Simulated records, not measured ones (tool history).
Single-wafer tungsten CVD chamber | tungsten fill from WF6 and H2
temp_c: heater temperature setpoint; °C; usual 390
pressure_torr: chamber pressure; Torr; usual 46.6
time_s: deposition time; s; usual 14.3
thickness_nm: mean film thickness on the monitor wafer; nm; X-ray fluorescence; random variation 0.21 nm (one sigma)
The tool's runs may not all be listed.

run	hour	temp_c	pressure_torr	time_s	read-back reference wafer on the same gauge, thickness_nm	thickness_nm
1	0.0	390	38.2	12.7	36.822	33.237
2	63.3	390	38.2	12.7	36.848	33.013
3	137.4	390	38.2	12.7	36.764	33.150
# hour 151.3: thermocouple changed; heater temperature recalibrated
4	230.5	390	54.4	14.3	36.882	44.172
5	320.9	390	54.4	14.3	36.771	44.843
6	379.6	390	46.6	14.3	36.700	41.435
7	426.0	390	46.6	15.7	36.742	45.273
8	509.8	390	46.6	15.7	36.815	45.375
9	577.0	390	46.6	15.7	36.764	45.648
# hour 711.8: gauge calibrated
10	858.4	390	46.6	14.3	36.867	41.398
11	930.4	390	46.6	14.3	36.748	40.884
12	979.8	390	51.9	14.3	36.781	43.554
13	1058.7	390	51.9	14.3	36.810	43.548
14	1160.6	390	52.8	14.3	36.873	43.584
15	1236.4	390	46.6	16.7	36.753	48.444
16	1327.5	394	40.8	15.4	36.819	44.450
17	1406.4	390	46.6	14.3	36.763	41.499
# hour 1429.7: capacitance manometer re-zeroed and calibrated
18	1465.3	390	46.6	15.2	36.841	43.929
19	1557.5	397	42.7	14.3	36.792	44.849
20	1642.3	390	46.6	14.3	36.810	41.125
# hour 1794.2: showerhead replaced
21	1811.1	398	42.3	12.0	36.850	37.776
# hour 1823.2: thermocouple changed; heater temperature recalibrated
22	1914.1	399	42.6	12.0	36.776	38.955
# hour 1960.2: gauge calibrated
23	2020.7	377	42.3	14.3	36.825	31.068
24	2116.8	390	46.6	14.3	36.782	41.547
25	2182.7	390	46.6	15.2	36.813	43.901
26	2262.0	390	46.6	16.4	36.801	47.180
27	2298.3	394	46.6	14.3	36.799	43.916

3 ways to go on from here, each from the tool as it stands after run 27. What would each give?
A	2298.7	405	46.6	14.3	?	?
B	2298.7	390	46.6	16.1	?	?
C	2298.7	399	37.6	16.0	?	?

run	read-back reference wafer on the same gauge, thickness_nm	thickness_nm
A	36.837	53.305
B	36.837	46.523
C	36.837	48.377
Without the tool's hidden state the same runs would have given:
run	thickness_nm
A	53.305
B	46.523
C	48.377

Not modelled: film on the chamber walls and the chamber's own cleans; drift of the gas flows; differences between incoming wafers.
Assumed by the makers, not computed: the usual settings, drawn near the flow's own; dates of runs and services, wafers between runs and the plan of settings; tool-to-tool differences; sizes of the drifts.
